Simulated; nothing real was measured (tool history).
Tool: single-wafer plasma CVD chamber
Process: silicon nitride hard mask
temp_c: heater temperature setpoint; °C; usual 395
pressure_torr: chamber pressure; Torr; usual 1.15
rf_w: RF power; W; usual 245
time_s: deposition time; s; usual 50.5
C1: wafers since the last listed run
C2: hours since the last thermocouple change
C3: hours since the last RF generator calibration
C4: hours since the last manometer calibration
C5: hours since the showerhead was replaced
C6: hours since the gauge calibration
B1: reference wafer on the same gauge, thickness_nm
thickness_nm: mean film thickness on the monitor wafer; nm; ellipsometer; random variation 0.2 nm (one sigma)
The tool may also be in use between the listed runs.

run 1 hour=0 | temp_c=395 pressure_torr=1.15 rf_w=245 time_s=50.5 | C1=0 C2=887.8 C3=682.5 C4=227.9 C5=50.5 C6=745.1 | B1=49.375 | thickness_nm=47.37
-- hour=14.4 thermocouple changed; heater temperature recalibrated
run 2 hour=67.1 | temp_c=395 pressure_torr=1.15 rf_w=245 time_s=44.9 | C1=1336 C2=52.7 C3=749.6 C4=295 C5=117.6 C6=812.2 | B1=49.447 | thickness_nm=42.05
run 3 hour=129.9 | temp_c=395 pressure_torr=1.15 rf_w=245 time_s=44.9 | C1=1419 C2=115.5 C3=812.4 C4=357.8 C5=180.4 C6=875 | B1=49.368 | thickness_nm=41.793
run 4 hour=196 | temp_c=395 pressure_torr=1.15 rf_w=245 time_s=44.9 | C1=1494 C2=181.6 C3=878.5 C4=423.9 C5=246.5 C6=941.1 | B1=49.348 | thickness_nm=41.478
run 5 hour=223.2 | temp_c=395 pressure_torr=1.15 rf_w=245 time_s=55.2 | C1=614 C2=208.8 C3=905.7 C4=451.1 C5=273.7 C6=968.3 | B1=49.348 | thickness_nm=52.013
run 6 hour=289.2 | temp_c=395 pressure_torr=1.15 rf_w=245 time_s=50.5 | C1=1492 C2=274.8 C3=971.7 C4=517.1 C5=339.7 C6=1034.3 | B1=49.394 | thickness_nm=46.876
run 7 hour=320.6 | temp_c=395 pressure_torr=1.15 rf_w=245 time_s=50.5 | C1=709 C2=306.2 C3=1003.1 C4=548.5 C5=371.1 C6=1065.7 | B1=49.421 | thickness_nm=46.707
run 8 hour=442.3 | temp_c=395 pressure_torr=1.15 rf_w=245 time_s=50.5 | C1=2751 C2=427.9 C3=1124.8 C4=670.2 C5=492.8 C6=1187.4 | B1=49.37 | thickness_nm=47.017
-- hour=453.7 RF generator calibrated
run 9 hour=512.9 | temp_c=395 pressure_torr=1.23 rf_w=280 time_s=50.5 | C1=1415 C2=498.5 C3=59.2 C4=740.8 C5=563.4 C6=1258 | B1=49.364 | thickness_nm=50.69
run 10 hour=558.1 | temp_c=395 pressure_torr=1.34 rf_w=245 time_s=50.5 | C1=1021 C2=543.7 C3=104.4 C4=786 C5=608.6 C6=1303.2 | B1=49.434 | thickness_nm=50.281
run 11 hour=589.6 | temp_c=395 pressure_torr=1.15 rf_w=245 time_s=50.5 | C1=712 C2=575.2 C3=135.9 C4=817.5 C5=640.1 C6=1334.7 | B1=49.418 | thickness_nm=46.992
run 12 hour=638.7 | temp_c=383 pressure_torr=1.15 rf_w=245 time_s=50.5 | C1=1110 C2=624.3 C3=185 C4=866.6 C5=689.2 C6=1383.8 | B1=49.441 | thickness_nm=46.777
run 13 hour=703.2 | temp_c=382 pressure_torr=1.33 rf_w=205 time_s=43.7 | C1=1458 C2=688.8 C3=249.5 C4=931.1 C5=753.7 C6=1448.3 | B1=49.406 | thickness_nm=40.519
run 14 hour=749 | temp_c=386 pressure_torr=1.04 rf_w=245 time_s=50.5 | C1=1035 C2=734.6 C3=295.3 C4=976.9 C5=799.5 C6=1494.1 | B1=49.395 | thickness_nm=44.451
-- hour=754.9 gauge calibrated
run 15 hour=801.4 | temp_c=403 pressure_torr=1.15 rf_w=200 time_s=42.4 | C1=1184 C2=787 C3=347.7 C4=1029.3 C5=851.9 C6=46.5 | B1=49.4 | thickness_nm=36.262
run 16 hour=859.3 | temp_c=408 pressure_torr=1.15 rf_w=245 time_s=50.5 | C1=1309 C2=844.9 C3=405.6 C4=1087.2 C5=909.8 C6=104.4 | B1=49.379 | thickness_nm=46.251
run 17 hour=904.3 | temp_c=395 pressure_torr=1.15 rf_w=245 time_s=50.5 | C1=1017 C2=889.9 C3=450.6 C4=1132.2 C5=954.8 C6=149.4 | B1=49.375 | thickness_nm=46.655
-- hour=957.1 thermocouple changed; heater temperature recalibrated
run 18 hour=957.6 | temp_c=395 pressure_torr=0.99 rf_w=225 time_s=40.9 | C1=1024 C2=0.5 C3=503.9 C4=1185.5 C5=1008.1 C6=202.7 | B1=49.421 | thickness_nm=33.687
run 19 hour=990 | temp_c=395 pressure_torr=1.15 rf_w=245 time_s=50.5 | C1=732 C2=32.9 C3=536.3 C4=1217.9 C5=1040.5 C6=235.1 | B1=49.412 | thickness_nm=46.38
run 20 hour=1060.7 | temp_c=395 pressure_torr=1.15 rf_w=245 time_s=42.6 | C1=1598 C2=103.6 C3=607 C4=1288.6 C5=1111.2 C6=305.8 | B1=49.407 | thickness_nm=39.294

The next listed run, before its measurement:
run 21 hour=1108.5 | temp_c=395 pressure_torr=1.08 rf_w=280 time_s=41.4 | C1=1080 C2=151.4 C3=654.8 C4=1336.4 C5=1159 C6=353.6 | B1=? | thickness_nm=?

{"run 21": {"B1": 49.414, "thickness_nm": 38.879}}
Without the tool's hidden state the same run would have given thickness_nm 39.781 nm.
